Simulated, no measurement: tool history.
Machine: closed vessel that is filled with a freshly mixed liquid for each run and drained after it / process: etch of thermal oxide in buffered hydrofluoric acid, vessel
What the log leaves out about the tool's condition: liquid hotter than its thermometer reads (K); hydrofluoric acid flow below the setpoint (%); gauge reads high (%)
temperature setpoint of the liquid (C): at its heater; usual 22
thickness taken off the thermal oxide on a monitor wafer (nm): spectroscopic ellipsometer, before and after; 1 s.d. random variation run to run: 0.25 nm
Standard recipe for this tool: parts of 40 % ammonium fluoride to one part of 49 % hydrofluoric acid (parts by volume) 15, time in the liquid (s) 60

run   hour  temperature setpoint of the liquid (C)  parts of 40 % ammonium fluoride to one part of 49 % hydrofluoric acid (parts by volume)  time in the liquid (s)  wafers since the last listed run  hours since the thermometer was replaced  hours since the hydrofluoric acid flow meter was replaced  hours since the gauge calibration  read-back film thickness of the thermal oxide reference wafer, read on the same gauge (nm)  thickness taken off the thermal oxide on a monitor wafer (nm)
  1      0                                    23.5                                                                                       15                      60                                 0                                      2180                                                      222.8                              395.8                                                                                         120                                                          46.35
  2   58.4                                      22                                                                                       15                      60                              8106                                    2238.4                                                      281.2                              454.2                                                                                      120.04                                                          43.34
  3   98.3                                      22                                                                                       15                      60                              5538                                    2278.3                                                      321.1                              494.1                                                                                         120                                                          43.22
  4  139.7                                      22                                                                                       15                      60                              5746                                    2319.7                                                      362.5                              535.5                                                                                      120.04                                                          43.44
  5  205.6                                      22                                                                                       15                      60                              9147                                    2385.6                                                      428.4                              601.4                                                                                      120.02                                                          43.31
  6  255.4                                      22                                                                                       15                      60                              6912                                    2435.4                                                      478.2                              651.2                                                                                      120.01                                                          42.69
  7  300.9                                      22                                                                                       15                      60                              6315                                    2480.9                                                      523.7                              696.7                                                                                      120.02                                                          43.02
  8  341.8                                      22                                                                                       15                      60                              5677                                    2521.8                                                      564.6                              737.6                                                                                      120.03                                                          43.15
       368  -- thermometer replaced
  9  369.3                                      18                                                                                       15                      60                              3678                                       1.3                                                      592.1                              765.1                                                                                      120.02                                                          31.99
 10  408.3                                      18                                                                                       15                      60                              5413                                      40.3                                                      631.1                              804.1                                                                                      119.99                                                          32.18
 11    460                                      22                                                                                       15                      80                              7176                                        92                                                      682.8                              855.8                                                                                      120.01                                                          53.46
 12  529.8                                      22                                                                                       15                      80                              9688                                     161.8                                                      752.6                              925.6                                                                                      119.99                                                          53.86
 13  563.7                                      22                                                                                       15                      60                              4705                                     195.7                                                      786.5                              959.5                                                                                      119.98                                                          39.83
 14  608.4                                      22                                                                                       15                      80                              6204                                     240.4                                                      831.2                             1004.2                                                                                      119.99                                                          53.65
 15  656.7                                      26                                                                                       21                      75                              6704                                     288.7                                                      879.5                             1052.5                                                                                      120.03                                                          46.27
 16  716.8                                      22                                                                                       15                      30                              8342                                     348.8                                                      939.6                             1112.6                                                                                      119.99                                                          20.04
 17  779.1                                    18.5                                                                                       18                      85                              8647                                     411.1                                                     1001.9                             1174.9                                                                                      119.99                                                          39.15
 18  806.9                                      25                                                                                       19                      85                              3858                                     438.9                                                     1029.7                             1202.7                                                                                      119.97                                                          53.01
 19    859                                      22                                                                                       15                      60                              7231                                       491                                                     1081.8                             1254.8                                                                                      119.97                                                          40.17
     916.9  -- gauge calibrated
 20   1074                                      22                                                                                       15                      60                             29843                                       706                                                     1296.8                              157.1                                                                                      120.02                                                          40.09

What does the tool deliver on the next run?
 21  1115.3                                      22                                                                                       13                      40                              5732                                     747.3                                                     1338.1                              198.4                                                                                           ?                                                              ?

For run 21 the tool returned read-back film thickness of the thermal oxide reference wafer, read on the same gauge (nm) 120.01, thickness taken off the thermal oxide on a monitor wafer (nm) 30.85.
On a tool with no hidden condition, and with the same random variation, this run would have come out at thickness taken off the thermal oxide on a monitor wafer (nm) 31.38.
